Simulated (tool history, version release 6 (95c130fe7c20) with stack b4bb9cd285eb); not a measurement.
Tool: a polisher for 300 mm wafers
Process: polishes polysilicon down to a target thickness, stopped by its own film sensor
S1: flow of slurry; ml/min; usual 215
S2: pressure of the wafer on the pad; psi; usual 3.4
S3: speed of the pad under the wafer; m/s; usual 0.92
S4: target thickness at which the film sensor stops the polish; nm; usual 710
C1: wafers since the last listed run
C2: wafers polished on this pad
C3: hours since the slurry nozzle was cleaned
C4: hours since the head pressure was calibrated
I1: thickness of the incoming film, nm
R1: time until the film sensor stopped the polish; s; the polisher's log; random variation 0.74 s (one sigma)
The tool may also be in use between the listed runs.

run	hour	S1	S2	S3	S4	C1	C2	C3	C4	I1	R1
1	0	215	3.4	1.16	710	0	888	458.8	876.6	1275.3	58.6
2	11.2	215	3.4	0.92	710	100	988	470	887.8	1297.3	75.6
3	20.8	215	3.4	0.92	710	86	1074	479.6	897.4	1299.1	75.4
# hour 30.2: worn pad replaced by a new one
4	37	215	3.4	0.92	710	109	61	495.8	913.6	1277.8	73.2
5	51	215	3.4	0.92	710	125	186	509.8	927.6	1285.8	74.6
6	68	215	3.4	0.92	710	152	339	526.8	944.6	1280.7	74.4
7	80	215	3.4	0.92	710	107	446	538.8	956.6	1278.6	74.2
8	89.5	215	3.4	0.92	710	85	531	548.3	966.1	1296.6	76
9	96.8	215	3.4	0.92	710	65	597	555.6	973.4	1315.4	79.7
10	112.5	215	3.4	0.92	710	140	738	571.3	989.1	1302.7	77.1
11	129.9	215	3.4	0.92	710	156	894	588.7	1006.5	1325.2	78.7
12	142	215	3.4	0.92	710	108	1002	600.8	1018.6	1285.8	76.2
# hour 154: worn pad replaced by a new one
13	158.8	215	3.4	0.92	710	114	43	617.6	1035.4	1299.4	76.5
14	167.8	215	3.4	1.08	710	80	124	626.6	1044.4	1321.5	67.4
15	176.9	215	3.4	1.08	710	81	205	635.7	1053.5	1302.1	64.9
16	186.7	215	3.4	1.08	710	87	293	645.5	1063.3	1274.9	62.9
17	203.2	215	3.4	0.92	710	147	441	662	1079.8	1314.3	79.2
18	219.7	215	3.4	0.92	710	147	589	678.5	1096.3	1299.5	76.2
19	234.4	215	3.4	0.92	710	131	721	693.2	1111	1297.5	76.1
20	250.8	215	3.4	0.92	710	147	868	709.6	1127.4	1302.9	76.9
# hour 271.4: worn pad replaced by a new one, of another model than before
21	286.4	240	2.5	1.04	909	283	134	745.2	1163	1307.3	63.4
22	298.8	215	3.4	0.92	580	111	246	757.6	1175.4	1287.4	102.2
23	321.6	215	3.4	1.12	710	204	450	780.4	1198.2	1289.6	72
24	330.7	265	3	1.22	873	81	532	789.5	1207.3	1281.9	49.5
# hour 334.9: slurry nozzle cleaned
25	346.3	260	3.4	0.92	893	130	663	11.4	1222.9	1306.4	49.9
26	355.9	215	3.4	0.92	710	86	749	21	1232.5	1290.4	70.2
27	368.7	165	3.4	0.92	600	114	864	33.8	1245.3	1297.2	91.3
# hour 393.2: worn pad replaced by a new one
28	418.1	145	3.4	0.64	710	407	223	83.2	1294.7	1308.7	104
29	432.5	155	3.4	0.92	710	129	352	97.6	1309.1	1306.9	81.8
# hour 439.5: head pressure recalibrated
30	464.5	270	3.8	0.92	801	269	621	129.6	25	1301.6	54.9
31	474.8	265	2.8	0.92	710	92	713	139.9	35.3	1298.4	84.4
32	482.4	195	4.3	0.7	626	68	781	147.5	42.9	1303.2	87.3
# hour 496.9: worn pad replaced by a new one
33	497.5	265	3.4	0.66	710	99	5	162.6	58	1282.9	85.5
34	506.9	240	2.3	1.18	604	84	89	172	67.4	1289.3	97.2
35	520.2	215	2.9	0.92	604	119	209	185.3	80.7	1313.8	105.1
36	559.5	160	3.4	0.92	710	352	561	224.6	120	1286	81.6
37	577.1	175	3.4	0.92	533	157	719	242.2	137.6	1278.2	101.1

The same runs without the tool's hidden state, with the same run-to-run variation:
The hidden state here: removal rate lost through wear of the pad, %; slurry flow missing at the pad, %; deviation of the head's pressure from its setpoint, %.
run	R1
1	55.3
2	71.4
3	71
4	69
5	70.2
6	70
7	69.7
8	71.4
9	74.8
10	72.3
11	73.7
12	71.3
13	71.5
14	63
15	60.7
16	58.8
17	74
18	71.1
19	71
20	71.7
21	55
22	86.6
23	60.9
24	43.5
25	49.7
26	69.8
27	90.2
28	100.1
29	78.6
30	53.6
31	82.2
32	83.7
33	82.8
34	93.6
35	100.2
36	74.9
37	93.3

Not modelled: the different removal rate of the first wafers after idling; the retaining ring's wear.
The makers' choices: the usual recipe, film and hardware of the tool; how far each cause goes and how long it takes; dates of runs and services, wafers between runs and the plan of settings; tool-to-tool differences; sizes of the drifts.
